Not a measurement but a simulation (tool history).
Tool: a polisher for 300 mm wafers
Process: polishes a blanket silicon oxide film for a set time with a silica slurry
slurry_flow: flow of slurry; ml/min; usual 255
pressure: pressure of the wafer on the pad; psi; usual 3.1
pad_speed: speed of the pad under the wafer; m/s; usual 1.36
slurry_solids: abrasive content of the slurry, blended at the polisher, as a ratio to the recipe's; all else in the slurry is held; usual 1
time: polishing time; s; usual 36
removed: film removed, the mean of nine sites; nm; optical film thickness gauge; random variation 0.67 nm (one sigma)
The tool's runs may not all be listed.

run	day	slurry_flow	pressure	pad_speed	slurry_solids	time	wafers since the last listed run	wafers polished on this pad	hours since the slurry nozzle was cleaned	hours since the head pressure was calibrated	hours since the slurry blender was calibrated	hours since the conditioning disc was replaced	incoming thickness of the incoming film, nm	removed
1	0	255	3.1	1	1	36	0	82	502.3	191	92.6	219.4	1949.3	63.7
2	0.271	255	3.1	1	1	36	82	165	508.8	197.5	99.1	225.9	1913.4	64.5
3	1.546	255	3.1	1	1	36	388	553	539.4	228.1	129.7	256.5	1914.1	64.3
4	1.904	205	3.1	1.36	1.2	36	109	662	548	236.7	138.3	265.1	1910.9	77.4
5	2.938	205	3.1	1.36	1.2	36	314	976	572.8	261.5	163.1	289.9	1879.1	76.7
6	3.542	205	3.1	1.36	1.2	36	183	1160	587.3	276	177.6	304.4	1887.8	75.7
7	3.9	255	3.1	1.58	1	36	109	1269	595.9	284.6	186.2	313	1908.4	80.5
8	4.388	255	3.1	1.36	1	36	148	1418	607.6	296.3	197.9	324.7	1882.7	74.1
# day 5.188: worn pad replaced by a new one, of another model than before
9	5.208	255	3.1	0.9	0.85	36	199	6	627.3	316	217.6	344.4	1909.5	63.2

Run 10 comes next. What will it give?
# day 5.546: conditioning disc replaced and pad reconditioned
10	5.604	255	3.1	1.06	0.8	36	95	101	636.8	325.5	227.1	1.4	1946.8	?

removed: 71.5 nm
Without the tool's hidden state the same run would have given removed 72.6 nm.
